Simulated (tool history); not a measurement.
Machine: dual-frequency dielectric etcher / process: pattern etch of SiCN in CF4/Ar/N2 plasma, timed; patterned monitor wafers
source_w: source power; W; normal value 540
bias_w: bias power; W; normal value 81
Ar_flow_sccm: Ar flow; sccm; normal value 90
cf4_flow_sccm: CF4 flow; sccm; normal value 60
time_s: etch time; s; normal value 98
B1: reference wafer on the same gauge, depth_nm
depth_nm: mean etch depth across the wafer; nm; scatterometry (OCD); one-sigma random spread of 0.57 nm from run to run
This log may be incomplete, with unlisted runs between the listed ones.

Run 1, hour 0: usual settings but cf4_flow_sccm 68 sccm; B1 124.1. Result: depth_nm 104.5 nm.
Run 2, hour 11.3: usual settings but cf4_flow_sccm 68 sccm; B1 124.1. Result: depth_nm 103.8 nm.
At hour 27.5: CF4 flow controller replaced.
Run 3, hour 28: usual settings but cf4_flow_sccm 68 sccm; B1 123.9. Result: depth_nm 105.4 nm.
At hour 43.9: source power generator calibrated.
At hour 53.7: upper electrode replaced.
Run 4, hour 54.2: usual settings but source_w 490 W; B1 124.1. Result: depth_nm 92.7 nm.
Run 5, hour 54.5: usual settings but source_w 490 W; B1 124. Result: depth_nm 92.9 nm.
Run 6, hour 69.9: usual settings but Ar_flow_sccm 76 sccm, cf4_flow_sccm 69 sccm; B1 124.2. Result: depth_nm 106.1 nm.
At hour 83.1: Ar flow controller replaced.
Run 7, hour 85.5: usual settings but source_w 490 W, bias_w 67 W; B1 123.9. Result: depth_nm 86.4 nm.
Run 8, hour 97.9: usual settings but bias_w 88 W, cf4_flow_sccm 65 sccm; B1 123.8. Result: depth_nm 105.9 nm.
At hour 98.6: gauge calibrated.
Run 9, hour 115.7: usual settings but source_w 500 W, bias_w 71 W, Ar_flow_sccm 100 sccm, time_s 82.5 s; B1 124. Result: depth_nm 74.3 nm.
At hour 134.5: bias power generator calibrated.
At hour 154.6: wet clean of the chamber.
Run 10, hour 155.1: usual settings but bias_w 97 W; B1 124. Result: depth_nm 115 nm.
Run 11, hour 155.5: usual settings but bias_w 68 W, Ar_flow_sccm 69 sccm, cf4_flow_sccm 64 sccm, time_s 118 s; B1 124.1. Result: depth_nm 126.7 nm.
Run 12, hour 155.8: usual settings; B1 124.2. Result: depth_nm 107.2 nm.
Run 13, hour 161.4: usual settings but source_w 670 W, bias_w 69 W, cf4_flow_sccm 55 sccm; B1 123.9. Result: depth_nm 123.7 nm.
Run 14, hour 169.1: usual settings but cf4_flow_sccm 73 sccm; B1 123.9. Result: depth_nm 109.6 nm.
Run 15, hour 183.3: usual settings but source_w 480 W; B1 124.2. Result: depth_nm 94.2 nm.
Run 16, hour 197.2: usual settings but source_w 580 W, time_s 83 s; B1 124. Result: depth_nm 97 nm.
Run 17, hour 210.7: usual settings; B1 123.7. Result: depth_nm 107 nm.
Run 18, hour 221.4: usual settings but source_w 440 W, cf4_flow_sccm 46 sccm, time_s 69 s; B1 123.9. Result: depth_nm 58.9 nm.
Run 19, hour 228.9: usual settings; B1 123.9. Result: depth_nm 106.8 nm.
Run 20, hour 240: usual settings but source_w 580 W, time_s 83 s; B1 123.9. Result: depth_nm 96.3 nm.

5 ways to go on from here, each from the tool as it stands after run 20. What would each give?
Run A, hour 240.4: usual settings but cf4_flow_sccm 67 sccm; B1 ?. Result: depth_nm ?.
Run B, hour 240.4: usual settings but bias_w 66 W, cf4_flow_sccm 64 sccm; B1 ?. Result: depth_nm ?.
Run C, hour 240.4: usual settings but source_w 590 W, Ar_flow_sccm 71 sccm, cf4_flow_sccm 51 sccm, time_s 114.5 s; B1 ?. Result: depth_nm ?.
Run D, hour 240.4: usual settings but cf4_flow_sccm 47 sccm; B1 ?. Result: depth_nm ?.
Run E, hour 240.4: usual settings but bias_w 69 W, Ar_flow_sccm 110 sccm, cf4_flow_sccm 56 sccm, time_s 84 s; B1 ?. Result: depth_nm ?.

run   B1  depth_nm
  A  124     107.9
  B  124      99.8
  C  124     137.3
  D  124     102.9
  E  124      82.5
Take away the tool's hidden state, keep each run's random variation, and the runs would have read:
run  depth_nm
  A     108.4
  B     100.2
  C       138
  D     103.4
  E      82.8
